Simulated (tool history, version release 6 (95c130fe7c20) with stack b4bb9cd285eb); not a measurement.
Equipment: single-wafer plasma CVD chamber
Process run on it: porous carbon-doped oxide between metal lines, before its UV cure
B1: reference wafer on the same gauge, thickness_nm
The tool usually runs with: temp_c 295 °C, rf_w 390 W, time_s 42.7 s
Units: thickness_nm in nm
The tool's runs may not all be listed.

{"run": 1, "hour": 0.0, "temp_c": 295, "rf_w": 390, "time_s": 42.7, "B1": 147.094, "thickness_nm": 173.987}
{"run": 2, "hour": 41.3, "temp_c": 295, "rf_w": 390, "time_s": 42.7, "B1": 147.149, "thickness_nm": 175.446}
{"run": 3, "hour": 136.9, "temp_c": 295, "rf_w": 390, "time_s": 42.7, "B1": 146.919, "thickness_nm": 175.181}
{"run": 4, "hour": 207.3, "temp_c": 295, "rf_w": 390, "time_s": 42.7, "B1": 146.828, "thickness_nm": 174.552}
{"run": 5, "hour": 246.6, "temp_c": 288, "rf_w": 390, "time_s": 42.7, "B1": 146.752, "thickness_nm": 182.166}
{"run": 6, "hour": 351.0, "temp_c": 288, "rf_w": 390, "time_s": 42.7, "B1": 146.579, "thickness_nm": 181.562}
{"run": 7, "hour": 443.4, "temp_c": 295, "rf_w": 390, "time_s": 42.7, "B1": 146.38, "thickness_nm": 173.437}
{"run": 8, "hour": 485.4, "temp_c": 295, "rf_w": 390, "time_s": 42.7, "B1": 146.458, "thickness_nm": 174.07}
{"run": 9, "hour": 581.9, "temp_c": 295, "rf_w": 390, "time_s": 42.7, "B1": 146.101, "thickness_nm": 173.309}
{"run": 10, "hour": 674.8, "temp_c": 295, "rf_w": 390, "time_s": 42.7, "B1": 146.045, "thickness_nm": 173.727}
{"run": 11, "hour": 723.6, "temp_c": 295, "rf_w": 390, "time_s": 42.7, "B1": 145.871, "thickness_nm": 173.267}
{"run": 12, "hour": 812.7, "temp_c": 295, "rf_w": 390, "time_s": 39.3, "B1": 145.686, "thickness_nm": 159.828}
{"run": 13, "hour": 884.0, "temp_c": 295, "rf_w": 390, "time_s": 42.7, "B1": 145.583, "thickness_nm": 172.485}
{"run": 14, "hour": 969.7, "temp_c": 286, "rf_w": 390, "time_s": 48.5, "B1": 145.296, "thickness_nm": 207.183}
{"hour": 1001.9, "done": "thermocouple changed; heater temperature recalibrated"}
{"run": 15, "hour": 1037.2, "temp_c": 295, "rf_w": 390, "time_s": 42.7, "B1": 145.083, "thickness_nm": 172.494}
{"hour": 1127.9, "done": "showerhead replaced"}
{"run": 16, "hour": 1247.4, "temp_c": 295, "rf_w": 390, "time_s": 42.7, "B1": 144.533, "thickness_nm": 172.328}
{"run": 17, "hour": 1283.9, "temp_c": 295, "rf_w": 390, "time_s": 42.7, "B1": 144.502, "thickness_nm": 172.001}
{"run": 18, "hour": 1389.4, "temp_c": 310, "rf_w": 355, "time_s": 42.7, "B1": 144.14, "thickness_nm": 144.682}
{"run": 19, "hour": 1470.6, "temp_c": 304, "rf_w": 455, "time_s": 42.7, "B1": 143.967, "thickness_nm": 185.126}
{"hour": 1504.9, "done": "gauge calibrated"}
{"hour": 1505.9, "done": "RF generator calibrated"}
{"run": 20, "hour": 1548.4, "temp_c": 282, "rf_w": 325, "time_s": 37.2, "B1": 148.755, "thickness_nm": 143.036}
{"run": 21, "hour": 1640.2, "temp_c": 307, "rf_w": 390, "time_s": 42.7, "B1": 148.773, "thickness_nm": 165.306}
{"run": 22, "hour": 1740.6, "temp_c": 289, "rf_w": 390, "time_s": 46.4, "B1": 148.761, "thickness_nm": 199.067}
{"run": 23, "hour": 1836.4, "temp_c": 295, "rf_w": 315, "time_s": 34.4, "B1": 148.776, "thickness_nm": 118.52}
{"run": 24, "hour": 1934.8, "temp_c": 283, "rf_w": 390, "time_s": 49.8, "B1": 148.79, "thickness_nm": 222.37}
{"run": 25, "hour": 1990.8, "temp_c": 284, "rf_w": 345, "time_s": 35.2, "B1": 148.693, "thickness_nm": 141.637}

Run 26 is up next; what results do you expect?
{"run": 26, "hour": 2089.5, "temp_c": 288, "rf_w": 390, "time_s": 42.7, "B1": "?", "thickness_nm": "?"}

{"run 26": {"B1": 148.523, "thickness_nm": 184.731}}
With the hidden condition absent and the run-to-run variation left alone, this run would have shown thickness_nm 185.217 nm.
